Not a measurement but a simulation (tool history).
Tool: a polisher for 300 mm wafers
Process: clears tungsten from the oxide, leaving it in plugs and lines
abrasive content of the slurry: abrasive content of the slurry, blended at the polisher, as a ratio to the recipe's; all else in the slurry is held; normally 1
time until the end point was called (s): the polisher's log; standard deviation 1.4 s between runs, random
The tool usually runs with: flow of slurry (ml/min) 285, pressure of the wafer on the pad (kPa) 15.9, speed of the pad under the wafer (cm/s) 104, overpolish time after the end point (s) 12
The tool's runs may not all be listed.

run    hour  flow of slurry (ml/min)  pressure of the wafer on the pad (kPa)  speed of the pad under the wafer (cm/s)  abrasive content of the slurry  overpolish time after the end point (s)  wafers since the last listed run  wafers polished on this pad  hours since the slurry nozzle was cleaned  hours since the head pressure was calibrated  hours since the slurry blender was calibrated  hours since the slurry got fresh peroxide  incoming thickness of the incoming film, nm  time until the end point was called (s)
  1       0                      285                                    14.5                                      104                               1                                       12                                 0                           81                                      113.5                                         866.9                                          251.1                                        215                                        411.6                                    188.4
       50.7  -- slurry tank refilled with fresh slurry and peroxide
  2    80.7                      285                                    14.5                                      104                               1                                       12                               741                          823                                      194.2                                         947.6                                          331.8                                         30                                        412.9                                    188.4
      153.1  -- slurry blender recalibrated
  3   156.5                      360                                    15.9                                      104                               1                                       12                               686                         1509                                        270                                        1023.4                                            3.4                                      105.8                                        419.5                                      154
  4   207.2                      360                                    15.9                                      104                               1                                       12                               471                         1980                                      320.7                                        1074.1                                           54.1                                      156.5                                        420.8                                    160.8
      225.9  -- slurry nozzle cleaned
      275.1  -- worn pad replaced by a new one
  5   275.6                      285                                    15.9                                      104                               1                                       15                               589                            4                                       49.7                                        1142.5                                          122.5                                      224.9                                          411                                    161.8
  6   378.3                      285                                    15.9                                      104                               1                                       15                               955                          959                                      152.4                                        1245.2                                          225.2                                      327.6                                        412.9                                    166.3
      382.5  -- slurry tank refilled with fresh slurry and peroxide
  7   463.1                      285                                    15.9                                      104                               1                                       17                               779                         1738                                      237.2                                          1330                                            310                                       80.6                                        424.2                                    172.4
        521  -- head pressure recalibrated
  8   545.3                      285                                    15.9                                      104                               1                                       17                               745                         2484                                      319.4                                          24.3                                          392.2                                      162.8                                        416.8                                    181.4
      580.1  -- slurry nozzle cleaned
  9   584.3                      285                                    15.9                                      104                               1                                       12                               353                         2838                                        4.2                                          63.3                                          431.2                                      201.8                                        415.7                                      178
      609.9  -- slurry blender recalibrated
      615.7  -- worn pad replaced by a new one
 10   620.5                      285                                    15.9                                      104                               1                                       12                               280                           44                                       40.4                                          99.5                                           10.6                                        238                                        419.5                                    165.9
 11   672.8                      185                                    20.7                                       68                               1                                       12                               486                          531                                       92.7                                         151.8                                           62.9                                      290.3                                        405.9                                    201.7
      690.5  -- slurry tank refilled with fresh slurry and peroxide
 12     746                      255                                    15.9                                      128                            1.15                                       12                               671                         1202                                      165.9                                           225                                          136.1                                       55.5                                        414.9                                    136.7
 13     800                      285                                    19.3                                      104                               1                                       12                               502                         1704                                      219.9                                           279                                          190.1                                      109.5                                        409.3                                    141.7
      876.2  -- slurry nozzle cleaned
 14   903.6                      215                                      20                                      104                               1                                       16                               954                         2658                                       27.4                                         382.6                                          293.7                                      213.1                                          412                                    142.4
      928.6  -- worn pad replaced by a new one
 15     944                      285                                    15.9                                      104                               1                                       12                               338                          142                                       67.8                                           423                                          334.1                                      253.5                                        423.8                                    181.3
      962.8  -- slurry tank refilled with fresh slurry and peroxide
 16  1039.5                      285                                    15.9                                      104                               1                                       15                               878                         1021                                      163.3                                         518.5                                          429.6                                       76.7                                        416.6                                    177.8
     1057.9  -- slurry blender recalibrated
 17  1123.3                      205                                    15.9                                      116                               1                                       12                               760                         1782                                      247.1                                         602.3                                           65.4                                      160.5                                        414.3                                    152.1
     1204.5  -- slurry nozzle cleaned
     1240.6  -- worn pad replaced by a new one
       1249  -- slurry tank refilled with fresh slurry and peroxide
 18  1370.5                      285                                    15.9                                      104                               1                                       12                              2243                         1198                                        166                                         849.5                                          312.6                                      121.5                                          415                                    170.8
 19    1434                      345                                    15.9                                       92                             1.1                                       10                               590                         1789                                      229.5                                           913                                          376.1                                        185                                        411.1                                    185.6
 20  1479.3                      220                                    18.6                                      104                               1                                       12                               421                         2210                                      274.8                                         958.3                                          421.4                                      230.3                                        408.7                                    146.8
     1485.9  -- slurry blender recalibrated
     1522.3  -- slurry tank refilled with fresh slurry and peroxide
       1523  -- slurry nozzle cleaned
     1538.4  -- worn pad replaced by a new one
 21  1554.1                      285                                    15.9                                      104                               1                                       15                               623                          145                                       31.1                                        1033.1                                           68.2                                       31.8                                          414                                    161.6

Consider 5 possible next runs. They are alternatives, not a sequence: every one starts from the tool as it was left by run 21. What does each give?
  A  1554.6                      285                                    15.9                                      104                               1                                       12                                 4                          150                                       31.6                                        1033.6                                           68.7                                       32.3                                        419.6                                        ?
  B  1554.6                      375                                    19.3                                       74                            1.25                                       12                                 4                          150                                       31.6                                        1033.6                                           68.7                                       32.3                                        419.6                                        ?
  C  1554.6                      355                                    15.9                                      104                               1                                       12                                 4                          150                                       31.6                                        1033.6                                           68.7                                       32.3                                        419.6                                        ?
  D  1554.6                      285                                      20                                      104                               1                                       12                                 4                          150                                       31.6                                        1033.6                                           68.7                                       32.3                                        419.6                                        ?
  E  1554.6                      285                                    13.8                                      104                               1                                       12                                 4                          150                                       31.6                                        1033.6                                           68.7                                       32.3                                        419.6                                        ?

run  time until the end point was called (s)
  A                                    161.5
  B                                      172
  C                                    158.8
  D                                    128.1
  E                                    185.7
Without the tool's hidden state the same runs would have given:
run  time until the end point was called (s)
  A                                    166.7
  B                                    177.3
  C                                    163.9
  D                                    132.2
  E                                    191.7
